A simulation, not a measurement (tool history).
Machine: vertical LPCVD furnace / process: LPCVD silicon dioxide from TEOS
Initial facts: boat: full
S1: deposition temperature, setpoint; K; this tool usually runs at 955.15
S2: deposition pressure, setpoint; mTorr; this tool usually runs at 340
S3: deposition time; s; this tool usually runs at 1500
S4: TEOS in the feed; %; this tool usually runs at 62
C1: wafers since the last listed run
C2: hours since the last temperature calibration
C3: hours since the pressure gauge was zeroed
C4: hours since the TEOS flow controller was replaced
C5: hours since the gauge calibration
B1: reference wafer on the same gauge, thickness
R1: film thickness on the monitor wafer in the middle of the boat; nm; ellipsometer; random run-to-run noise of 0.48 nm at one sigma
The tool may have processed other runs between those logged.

run 1 hour=0.0 | S1=955.15 S2=340 S3=1500 S4=62 | C1=0 C2=3489.1 C3=3508.4 C4=2443.5 C5=483.2 | B1=119.07 | R1=128.57
run 2 hour=40.8 | S1=955.15 S2=340 S3=1500 S4=62 | C1=839 C2=3529.9 C3=3549.2 C4=2484.3 C5=524.0 | B1=118.97 | R1=128.02
run 3 hour=76.7 | S1=955.15 S2=340 S3=1500 S4=62 | C1=739 C2=3565.8 C3=3585.1 C4=2520.2 C5=559.9 | B1=118.97 | R1=129.09
run 4 hour=111.6 | S1=955.15 S2=280 S3=1050 S4=62 | C1=718 C2=3600.7 C3=3620.0 C4=2555.1 C5=594.8 | B1=118.88 | R1=81.56
run 5 hour=128.4 | S1=955.15 S2=280 S3=1050 S4=62 | C1=345 C2=3617.5 C3=3636.8 C4=2571.9 C5=611.6 | B1=118.97 | R1=82.39
run 6 hour=148.9 | S1=952.15 S2=340 S3=1500 S4=62 | C1=422 C2=3638.0 C3=3657.3 C4=2592.4 C5=632.1 | B1=118.86 | R1=119.87
run 7 hour=162.9 | S1=952.15 S2=340 S3=1500 S4=62 | C1=288 C2=3652.0 C3=3671.3 C4=2606.4 C5=646.1 | B1=118.89 | R1=119.82
run 8 hour=181.1 | S1=955.15 S2=340 S3=1980 S4=62 | C1=374 C2=3670.2 C3=3689.5 C4=2624.6 C5=664.3 | B1=119.07 | R1=169.60
run 9 hour=208.1 | S1=955.15 S2=340 S3=1980 S4=62 | C1=555 C2=3697.2 C3=3716.5 C4=2651.6 C5=691.3 | B1=119.05 | R1=169.97
run 10 hour=223.3 | S1=955.15 S2=340 S3=1500 S4=62 | C1=312 C2=3712.4 C3=3731.7 C4=2666.8 C5=706.5 | B1=118.86 | R1=128.64
-- hour=254.9 gauge calibrated
-- hour=258.0 TEOS flow controller replaced
run 11 hour=258.5 | S1=955.15 S2=340 S3=1500 S4=62 | C1=230 C2=3747.6 C3=3766.9 C4=0.5 C5=3.6 | B1=118.85 | R1=129.38
run 12 hour=265.2 | S1=955.15 S2=340 S3=1500 S4=62 | C1=137 C2=3754.3 C3=3773.6 C4=7.2 C5=10.3 | B1=119.09 | R1=129.16
run 13 hour=300.8 | S1=955.15 S2=340 S3=1500 S4=62 | C1=732 C2=3789.9 C3=3809.2 C4=42.8 C5=45.9 | B1=119.12 | R1=128.93
run 14 hour=315.0 | S1=955.15 S2=340 S3=1500 S4=62 | C1=292 C2=3804.1 C3=3823.4 C4=57.0 C5=60.1 | B1=119.14 | R1=128.01
run 15 hour=330.2 | S1=955.15 S2=340 S3=1500 S4=62 | C1=312 C2=3819.3 C3=3838.6 C4=72.2 C5=75.3 | B1=118.96 | R1=128.97
run 16 hour=349.9 | S1=955.15 S2=340 S3=1260 S4=67 | C1=405 C2=3839.0 C3=3858.3 C4=91.9 C5=95.0 | B1=119.09 | R1=112.54
-- hour=388.1 thermocouples replaced and temperature profile calibrated
run 17 hour=388.6 | S1=955.15 S2=340 S3=1500 S4=52 | C1=302 C2=0.5 C3=3897.0 C4=130.6 C5=133.7 | B1=118.99 | R1=107.16
run 18 hour=392.2 | S1=955.15 S2=340 S3=1050 S4=62 | C1=74 C2=4.1 C3=3900.6 C4=134.2 C5=137.3 | B1=119.15 | R1=82.52
run 19 hour=420.5 | S1=955.15 S2=340 S3=1500 S4=62 | C1=582 C2=32.4 C3=3928.9 C4=162.5 C5=165.6 | B1=118.96 | R1=117.71
run 20 hour=435.1 | S1=964.15 S2=385 S3=1980 S4=52 | C1=300 C2=47.0 C3=3943.5 C4=177.1 C5=180.2 | B1=119.04 | R1=188.00
run 21 hour=449.1 | S1=955.15 S2=340 S3=1500 S4=62 | C1=288 C2=61.0 C3=3957.5 C4=191.1 C5=194.2 | B1=118.94 | R1=117.84
run 22 hour=465.8 | S1=955.15 S2=340 S3=1650 S4=74 | C1=343 C2=77.7 C3=3974.2 C4=207.8 C5=210.9 | B1=118.93 | R1=141.05
run 23 hour=497.6 | S1=955.15 S2=340 S3=1980 S4=62 | C1=654 C2=109.5 C3=4006.0 C4=239.6 C5=242.7 | B1=118.87 | R1=155.61
-- hour=614.2 pressure gauge zeroed
run 24 hour=614.7 | S1=955.15 S2=340 S3=1860 S4=62 | C1=1916 C2=226.6 C3=0.5 C4=356.7 C5=359.8 | B1=118.99 | R1=147.57
run 25 hour=631.0 | S1=955.15 S2=340 S3=1710 S4=62 | C1=335 C2=242.9 C3=16.8 C4=373.0 C5=376.1 | B1=118.98 | R1=136.47
run 26 hour=645.9 | S1=955.15 S2=305 S3=1500 S4=74 | C1=306 C2=257.8 C3=31.7 C4=387.9 C5=391.0 | B1=119.03 | R1=124.16
run 27 hour=668.2 | S1=952.15 S2=295 S3=1500 S4=71 | C1=459 C2=280.1 C3=54.0 C4=410.2 C5=413.3 | B1=118.95 | R1=110.99
run 28 hour=771.8 | S1=951.15 S2=340 S3=1500 S4=62 | C1=2132 C2=383.7 C3=157.6 C4=513.8 C5=516.9 | B1=118.96 | R1=109.59

Consider 3 possible next runs. They are alternatives, not a sequence: every one starts from the tool as it was left by run 28. What does each give?
run A hour=775.4 | S1=955.15 S2=340 S3=1500 S4=62 | C1=74 C2=387.3 C3=161.2 C4=517.4 C5=520.5 | B1=? | R1=?
run B hour=775.4 | S1=955.15 S2=340 S3=1500 S4=69 | C1=74 C2=387.3 C3=161.2 C4=517.4 C5=520.5 | B1=? | R1=?
run C hour=775.4 | S1=955.15 S2=290 S3=1500 S4=62 | C1=74 C2=387.3 C3=161.2 C4=517.4 C5=520.5 | B1=? | R1=?

run=A B1=118.92 R1=121.57
run=B B1=118.92 R1=128.25
run=C B1=118.92 R1=112.28
The same runs, with their run-to-run variation unchanged, on a tool lacking any hidden condition would have given:
run=A R1=116.72
run=B R1=123.13
run=C R1=107.80
